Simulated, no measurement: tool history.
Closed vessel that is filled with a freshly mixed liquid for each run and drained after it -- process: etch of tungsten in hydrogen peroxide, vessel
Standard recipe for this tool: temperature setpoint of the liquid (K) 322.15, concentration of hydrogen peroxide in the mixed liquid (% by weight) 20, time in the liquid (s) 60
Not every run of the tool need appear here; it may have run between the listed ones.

run	hour	temperature setpoint of the liquid (K)	concentration of hydrogen peroxide in the mixed liquid (% by weight)	time in the liquid (s)	read-back film thickness of the tungsten reference wafer, read on the same gauge (nm)	thickness taken off the tungsten on a monitor wafer (Å)
1	0	322.15	20	60	79.98	838
2	26.3	322.15	20	60	79.96	843
3	52.7	322.15	20	60	80.02	841.4
4	74.1	322.15	20	60	80.01	838.3
5	98.5	322.15	20	60	80.05	839.9
6	116.4	322.15	20	60	80	836.4
7	131.7	322.15	20	60	79.99	841.6
8	143.8	322.15	20	60	80.04	836.4
9	171.4	322.15	20	60	80.04	837.6
10	200.2	316.65	20	85	80.03	833.9
11	216	328.15	20	60	79.95	1210.1
12	236	328.15	20	60	79.98	1216.6
# hour 256.4: thermometer replaced
13	266.5	322.15	20	85	79.99	1093.3
# hour 291.5: gauge calibrated
14	292.4	330.65	24.5	90	79.98	2152.2
15	313.1	329.15	23.5	85	79.98	1808.9
16	330.2	322.15	20	60	80	772.2
17	357.7	322.15	20	35	80.01	449.5
# hour 359.3: new drum of peroxide connected
# hour 363.8: thermometer replaced, repeated, since the last time left the tool worse
18	378.3	322.15	20	60	80	930.4
# hour 396.3: peroxide flow meter replaced
19	406.6	328.65	22.5	60	79.98	1462.4
20	423.7	315.65	22	60	79.99	650.6
21	440.9	327.15	25	50	80.03	1174.1
22	462.1	322.15	20	60	80.04	928.3
23	483.9	314.65	14.5	60	80.06	491.3
24	497.8	324.65	17	50	79.96	829.2

Alternative continuations, all from the tool just after run 24; predict every row:
A	498.5	322.15	20	60	?	?
B	498.5	331.65	20	60	?	?
C	498.5	322.15	22.5	80	?	?
D	498.5	319.65	20	60	?	?
E	498.5	315.65	24	90	?	?

run	read-back film thickness of the tungsten reference wafer, read on the same gauge (nm)	thickness taken off the tungsten on a monitor wafer (Å)
A	80	932.7
B	80	1646.4
C	80	1319.1
D	80	798.7
E	80	1018.7
Without the tool's hidden state the same runs would have given:
run	thickness taken off the tungsten on a monitor wafer (Å)
A	944.3
B	1665.6
C	1335.4
D	808.7
E	1031.8
